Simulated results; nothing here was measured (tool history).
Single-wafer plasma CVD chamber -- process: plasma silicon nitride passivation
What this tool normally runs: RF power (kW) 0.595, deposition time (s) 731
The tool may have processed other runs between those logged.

run,hour,RF power (kW),deposition time (s),wafers since the last listed run,hours since the last RF generator calibration,hours since the showerhead was replaced,hours since the gauge calibration,"read-back reference wafer on the same gauge, thickness_nm",mean film thickness on the monitor wafer (Å)
1,0,0.595,731,0,2514,2992.8,360,1419.827,12167.71
2,23.7,0.595,731,59,2537.7,3016.5,383.7,1420.311,12166.99
3,38,0.505,809,35,2552,3030.8,398,1419.4,13021.16
4,59.3,0.675,731,53,2573.3,3052.1,419.3,1420.274,12457.08
5,83.8,0.595,731,61,2597.8,3076.6,443.8,1419.726,12182.42
6,102.2,0.545,646,45,2616.2,3095,462.2,1419.778,10582.46
7,124.4,0.545,646,55,2638.4,3117.2,484.4,1420.193,10561.91
# hour 174.4: gauge calibrated
# hour 187.5: RF generator calibrated
8,229.6,0.64,847,242,42.1,3222.4,55.2,1420.652,14303.75
9,253.1,0.64,847,58,65.6,3245.9,78.7,1419.56,14317
10,265.4,0.595,731,30,77.9,3258.2,91,1419.874,12170
11,300.6,0.505,675,87,113.1,3293.4,126.2,1420.316,10865.11
12,313.5,0.685,845,32,126,3306.3,139.1,1419.828,14484.46
13,336.3,0.535,801,56,148.8,3329.1,161.9,1419.669,13087.41
14,371.5,0.66,677,87,184,3364.3,197.1,1420.487,11470.2
15,385.6,0.535,801,35,198.1,3378.4,211.2,1419.674,13050.14
# hour 394.5: showerhead replaced
16,412.6,0.53,731,47,225.1,18.1,238.2,1420.049,11897.81
17,442.7,0.69,843,75,255.2,48.2,268.3,1419.883,14452.69
18,467.8,0.69,843,62,280.3,73.3,293.4,1420.077,14466.02
19,480.8,0.595,731,32,293.3,86.3,306.4,1419.804,12155.27
20,494.8,0.66,677,34,307.3,100.3,320.4,1419.651,11499.86
21,529.7,0.595,829,87,342.2,135.2,355.3,1420.076,13792.59

What if the next run were any one of these 5? Each begins from the tool's condition after run 21:
A,530.3,0.5,731,1,342.8,135.8,355.9,?,?
B,530.3,0.595,589,1,342.8,135.8,355.9,?,?
C,530.3,0.51,731,1,342.8,135.8,355.9,?,?
D,530.3,0.48,854,1,342.8,135.8,355.9,?,?
E,530.3,0.495,860,1,342.8,135.8,355.9,?,?

run,"read-back reference wafer on the same gauge, thickness_nm",mean film thickness on the monitor wafer (Å)
A,1420.263,11775.74
B,1420.263,9807.7
C,1420.263,11818.96
D,1420.263,13654.88
E,1420.263,13828.23
With the hidden condition removed and each run's random variation left untouched, the same runs would have given:
run,mean film thickness on the monitor wafer (Å)
A,11775.74
B,9807.7
C,11818.96
D,13654.88
E,13828.23
